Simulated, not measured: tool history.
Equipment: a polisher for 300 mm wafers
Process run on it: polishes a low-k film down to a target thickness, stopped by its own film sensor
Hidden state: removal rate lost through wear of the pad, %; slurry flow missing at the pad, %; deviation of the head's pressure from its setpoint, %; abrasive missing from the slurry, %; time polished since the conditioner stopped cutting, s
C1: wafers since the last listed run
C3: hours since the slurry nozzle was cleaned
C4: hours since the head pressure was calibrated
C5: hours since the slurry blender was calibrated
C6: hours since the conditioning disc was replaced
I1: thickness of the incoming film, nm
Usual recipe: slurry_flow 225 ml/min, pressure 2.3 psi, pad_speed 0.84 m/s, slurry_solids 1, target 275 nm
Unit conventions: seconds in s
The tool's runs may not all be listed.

Run 1, hour 0: usual settings; C1 0; wafers polished on this pad 282; C3 275.9; C4 152.7; C5 7.3; C6 44.7; I1 323.2. Result: seconds 125.3 s.
Run 2, hour 27: usual settings; C1 288; wafers polished on this pad 571; C3 302.9; C4 179.7; C5 34.3; C6 71.7; I1 325.4. Result: seconds 133.5 s.
Run 3, hour 51.7: usual settings; C1 264; wafers polished on this pad 835; C3 327.6; C4 204.4; C5 59; C6 96.4; I1 324.1. Result: seconds 129.3 s.
At hour 80.8: conditioning disc replaced and pad reconditioned.
Run 4, hour 82.8: usual settings but pressure 2.7 psi; C1 311; wafers polished on this pad 1146; C3 358.7; C4 235.5; C5 90.1; C6 2; I1 323.7. Result: seconds 117.8 s.
At hour 89.1: worn pad replaced by a new one.
Run 5, hour 121.3: usual settings but slurry_flow 210 ml/min; C1 368; wafers polished on this pad 343; C3 397.2; C4 274; C5 128.6; C6 40.5; I1 318.5. Result: seconds 112.1 s.
Run 6, hour 172.4: usual settings but slurry_flow 210 ml/min; C1 546; wafers polished on this pad 890; C3 448.3; C4 325.1; C5 179.7; C6 91.6; I1 322.6. Result: seconds 131.7 s.
Run 7, hour 222.6: usual settings but slurry_flow 210 ml/min; C1 536; wafers polished on this pad 1427; C3 498.5; C4 375.3; C5 229.9; C6 141.8; I1 322.5. Result: seconds 135.7 s.
At hour 229.1: worn pad replaced by a new one.
At hour 234.5: conditioning disc replaced and pad reconditioned.
Run 8, hour 263.9: usual settings but slurry_flow 275 ml/min, pressure 2.9 psi; C1 377; wafers polished on this pad 350; C3 539.8; C4 416.6; C5 271.2; C6 29.4; I1 320. Result: seconds 92.9 s.
At hour 294.7: slurry blender recalibrated.
Run 9, hour 297.5: usual settings; C1 337; wafers polished on this pad 688; C3 573.4; C4 450.2; C5 2.8; C6 63; I1 316. Result: seconds 109.7 s.
At hour 325.9: slurry nozzle cleaned.
Run 10, hour 329.6: usual settings but pad_speed 0.72 m/s, slurry_solids 1.3, target 291 nm; C1 332; wafers polished on this pad 1020; C3 3.7; C4 482.3; C5 34.9; C6 95.1; I1 323.8. Result: seconds 96.5 s.
At hour 355.3: worn pad replaced by a new one.
Run 11, hour 366.8: usual settings but target 281 nm; C1 355; wafers polished on this pad 122; C3 40.9; C4 519.5; C5 72.1; C6 132.3; I1 323.6. Result: seconds 106.2 s.
At hour 386.5: conditioning disc replaced and pad reconditioned.
At hour 405.3: head pressure recalibrated.
Run 12, hour 418: usual settings but slurry_flow 195 ml/min, slurry_solids 0.75; C1 504; wafers polished on this pad 627; C3 92.1; C4 12.7; C5 123.3; C6 31.5; I1 323.2. Result: seconds 141.1 s.
Run 13, hour 452.6: usual settings but pressure 1.5 psi, target 269 nm; C1 370; wafers polished on this pad 997; C3 126.7; C4 47.3; C5 157.9; C6 66.1; I1 316.3. Result: seconds 186.1 s.
At hour 490.5: worn pad replaced by a new one.
At hour 513: conditioning disc replaced and pad reconditioned.
Run 14, hour 522: usual settings but pad_speed 0.6 m/s, target 267 nm; C1 677; wafers polished on this pad 315; C3 196.1; C4 116.7; C5 227.3; C6 9; I1 322.9. Result: seconds 189.5 s.
Run 15, hour 554.4: usual settings; C1 346; wafers polished on this pad 662; C3 228.5; C4 149.1; C5 259.7; C6 41.4; I1 322.8. Result: seconds 127.9 s.
Run 16, hour 593.8: usual settings but slurry_flow 185 ml/min, pad_speed 0.56 m/s, slurry_solids 1.15, target 266 nm; C1 421; wafers polished on this pad 1083; C3 267.9; C4 188.5; C5 299.1; C6 80.8; I1 317. Result: seconds 186.7 s.
At hour 615.3: worn pad replaced by a new one.
At hour 616.2: slurry blender recalibrated.
Run 17, hour 623.6: usual settings but pad_speed 0.94 m/s, target 268 nm; C1 266; wafers polished on this pad 79; C3 297.7; C4 218.3; C5 7.4; C6 110.6; I1 319.7. Result: seconds 115.2 s.

Predict each of these 4 candidate next runs independently; none follows another, all start after run 17:
Run A, hour 624.1: usual settings; C1 5; wafers polished on this pad 84; C3 298.2; C4 218.8; C5 7.9; C6 111.1; I1 320.9. Result: seconds ?.
Run B, hour 624.1: usual settings but pad_speed 0.56 m/s, slurry_solids 0.75; C1 5; wafers polished on this pad 84; C3 298.2; C4 218.8; C5 7.9; C6 111.1; I1 320.9. Result: seconds ?.
Run C, hour 624.1: usual settings but slurry_solids 1.15; C1 5; wafers polished on this pad 84; C3 298.2; C4 218.8; C5 7.9; C6 111.1; I1 320.9. Result: seconds ?.
Run D, hour 624.1: usual settings but pressure 2.7 psi, pad_speed 0.64 m/s, slurry_solids 0.7; C1 5; wafers polished on this pad 84; C3 298.2; C4 218.8; C5 7.9; C6 111.1; I1 320.9. Result: seconds ?.

run  seconds
  A    117.8
  B    182.5
  C    111.8
  D    145.3
With the hidden condition removed and each run's random variation left untouched, the same runs would have given:
run  seconds
  A    116.2
  B    180.1
  C    110.3
  D    143.4
